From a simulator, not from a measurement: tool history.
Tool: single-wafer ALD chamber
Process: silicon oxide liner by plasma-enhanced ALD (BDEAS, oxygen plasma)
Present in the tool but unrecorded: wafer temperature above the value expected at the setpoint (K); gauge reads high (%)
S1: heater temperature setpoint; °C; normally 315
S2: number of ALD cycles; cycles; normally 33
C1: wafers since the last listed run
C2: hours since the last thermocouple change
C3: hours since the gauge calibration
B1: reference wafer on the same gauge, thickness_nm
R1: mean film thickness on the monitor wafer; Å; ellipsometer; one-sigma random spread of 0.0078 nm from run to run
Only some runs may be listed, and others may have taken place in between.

run 1 hour=0.0 | S1=320 S2=31 | C1=0 C2=999.9 C3=847.2 | B1=2.939 | R1=29.15
run 2 hour=67.7 | S1=320 S2=31 | C1=837 C2=1067.6 C3=914.9 | B1=2.941 | R1=29.14
run 3 hour=131.0 | S1=320 S2=31 | C1=783 C2=1130.9 C3=978.2 | B1=2.939 | R1=29.19
run 4 hour=197.9 | S1=315 S2=33 | C1=827 C2=1197.8 C3=1045.1 | B1=2.940 | R1=31.24
run 5 hour=294.7 | S1=315 S2=33 | C1=1197 C2=1294.6 C3=1141.9 | B1=2.940 | R1=31.22
run 6 hour=347.9 | S1=315 S2=33 | C1=658 C2=1347.8 C3=1195.1 | B1=2.941 | R1=31.44
run 7 hour=412.6 | S1=305 S2=33 | C1=800 C2=1412.5 C3=1259.8 | B1=2.941 | R1=31.66
run 8 hour=485.3 | S1=305 S2=33 | C1=899 C2=1485.2 C3=1332.5 | B1=2.941 | R1=31.71
-- hour=566.7 gauge calibrated
run 9 hour=592.4 | S1=315 S2=33 | C1=1325 C2=1592.3 C3=25.7 | B1=2.939 | R1=31.37
run 10 hour=699.7 | S1=315 S2=33 | C1=1327 C2=1699.6 C3=133.0 | B1=2.941 | R1=31.19
run 11 hour=955.3 | S1=315 S2=33 | C1=3162 C2=1955.2 C3=388.6 | B1=2.940 | R1=31.27
-- hour=1133.0 thermocouple changed; heater temperature recalibrated
run 12 hour=1222.7 | S1=328 S2=30 | C1=3209 C2=89.7 C3=656.0 | B1=2.940 | R1=27.86
run 13 hour=1260.3 | S1=315 S2=33 | C1=465 C2=127.3 C3=693.6 | B1=2.940 | R1=31.38
run 14 hour=1367.4 | S1=326 S2=38 | C1=1325 C2=234.4 C3=800.7 | B1=2.940 | R1=35.41
run 15 hour=1461.5 | S1=315 S2=36 | C1=1164 C2=328.5 C3=894.8 | B1=2.940 | R1=34.08
run 16 hour=1524.6 | S1=308 S2=30 | C1=780 C2=391.6 C3=957.9 | B1=2.940 | R1=28.69
run 17 hour=1563.3 | S1=315 S2=33 | C1=478 C2=430.3 C3=996.6 | B1=2.940 | R1=31.36
run 18 hour=1642.5 | S1=300 S2=39 | C1=980 C2=509.5 C3=1075.8 | B1=2.940 | R1=37.61
run 19 hour=1687.7 | S1=315 S2=36 | C1=559 C2=554.7 C3=1121.0 | B1=2.939 | R1=34.18
run 20 hour=1751.5 | S1=315 S2=33 | C1=789 C2=618.5 C3=1184.8 | B1=2.941 | R1=31.18
run 21 hour=1830.3 | S1=305 S2=28 | C1=975 C2=697.3 C3=1263.6 | B1=2.941 | R1=26.92
run 22 hour=1882.4 | S1=306 S2=37 | C1=644 C2=749.4 C3=1315.7 | B1=2.941 | R1=35.42

What if the next run were any one of these 3? Each begins from the tool's condition after run 22:
run A hour=1882.8 | S1=315 S2=33 | C1=4 C2=749.8 C3=1316.1 | B1=? | R1=?
run B hour=1882.8 | S1=320 S2=33 | C1=4 C2=749.8 C3=1316.1 | B1=? | R1=?
run C hour=1882.8 | S1=325 S2=29 | C1=4 C2=749.8 C3=1316.1 | B1=? | R1=?

run=A B1=2.942 R1=31.25
run=B B1=2.942 R1=31.02
run=C B1=2.942 R1=27.06
What these runs would have given with no unlogged condition in the tool:
run=A R1=31.25
run=B R1=31.02
run=C R1=27.06

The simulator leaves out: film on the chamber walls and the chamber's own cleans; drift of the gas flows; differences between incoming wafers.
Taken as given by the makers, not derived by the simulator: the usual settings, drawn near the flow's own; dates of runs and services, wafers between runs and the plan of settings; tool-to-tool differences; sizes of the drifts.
